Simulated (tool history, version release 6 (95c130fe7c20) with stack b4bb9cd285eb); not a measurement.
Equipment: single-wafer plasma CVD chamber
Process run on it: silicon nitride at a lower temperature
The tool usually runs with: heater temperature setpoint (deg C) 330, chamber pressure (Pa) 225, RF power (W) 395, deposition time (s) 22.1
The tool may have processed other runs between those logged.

run    hour  heater temperature setpoint (deg C)  chamber pressure (Pa)  RF power (W)  deposition time (s)  read-back reference wafer on the same gauge, thickness_nm  mean film thickness on the monitor wafer (angstrom)
  1     0.0                                  330                    225           395                 22.1                                                     27.593                                               284.84
  2    61.4                                  330                    225           395                 22.1                                                     27.553                                               284.94
  3   106.5                                  330                    225           395                 22.1                                                     27.632                                               284.85
  4   170.8                                  330                    225           395                 22.1                                                     27.603                                               283.57
  5   238.8                                  330                    225           395                 22.1                                                     27.550                                               282.57
      243.4  -- gauge calibrated
      255.4  -- capacitance manometer re-zeroed and calibrated
  6   278.5                                  330                    225           395                 22.1                                                     27.570                                               281.13
  7   329.8                                  323                    225           395                 22.1                                                     27.633                                               283.79
      343.8  -- RF generator calibrated
  8   406.5                                  330                    225           395                 22.1                                                     27.572                                               287.14
  9   436.6                                  330                    225           395                 22.1                                                     27.678                                               287.05
 10   486.9                                  330                    225           395                 22.1                                                     27.686                                               289.00
 11   549.6                                  330                    225           395                 22.1                                                     27.593                                               287.69
      604.7  -- showerhead replaced
 12   605.9                                  330                    225           395                 22.1                                                     27.617                                               287.13
 13   633.0                                  330                    225           395                 22.1                                                     27.600                                               287.99
 14   660.0                                  330                    243           395                 22.1                                                     27.633                                               295.10
 15   713.5                                  330                    225           340                 22.1                                                     27.628                                               273.80
 16   751.8                                  330                    199           435                 22.1                                                     27.627                                               287.78
 17   786.8                                  322                    183           340                 18.8                                                     27.615                                               218.48
 18   842.3                                  340                    191           355                 20.3                                                     27.616                                               241.42
 19   879.6                                  317                    225           395                 22.1                                                     27.576                                               285.96
 20   919.2                                  330                    225           430                 22.1                                                     27.662                                               295.99
      927.3  -- thermocouple changed; heater temperature recalibrated
 21   957.9                                  330                    225           395                 22.1                                                     27.582                                               286.02
 22  1014.1                                  336                    225           395                 22.1                                                     27.625                                               285.87
 23  1067.3                                  323                    249           325                 25.6                                                     27.565                                               314.15
 24  1110.2                                  330                    200           360                 25.0                                                     27.644                                               303.60
     1111.2  -- gauge calibrated
 25  1168.2                                  330                    225           395                 22.1                                                     27.653                                               285.99
 26  1194.3                                  330                    225           395                 22.1                                                     27.587                                               287.02
 27  1221.9                                  335                    225           460                 22.1                                                     27.606                                               305.26
 28  1250.3                                  330                    225           395                 25.8                                                     27.580                                               334.62
 29  1292.2                                  330                    225           395                 22.1                                                     27.592                                               284.93

Alternative continuations, all from the tool just after run 29; predict every row:
  A  1292.6                                  330                    197           395                 22.1                                                          ?                                                    ?
  B  1292.6                                  330                    176           320                 24.5                                                          ?                                                    ?
  C  1292.6                                  330                    225           395                 20.9                                                          ?                                                    ?

run  read-back reference wafer on the same gauge, thickness_nm  mean film thickness on the monitor wafer (angstrom)
  A                                                     27.622                                               276.00
  B                                                     27.622                                               272.84
  C                                                     27.622                                               269.63
Take away the tool's hidden state, keep each run's random variation, and the runs would have read:
run  mean film thickness on the monitor wafer (angstrom)
  A                                               280.07
  B                                               277.01
  C                                               273.60

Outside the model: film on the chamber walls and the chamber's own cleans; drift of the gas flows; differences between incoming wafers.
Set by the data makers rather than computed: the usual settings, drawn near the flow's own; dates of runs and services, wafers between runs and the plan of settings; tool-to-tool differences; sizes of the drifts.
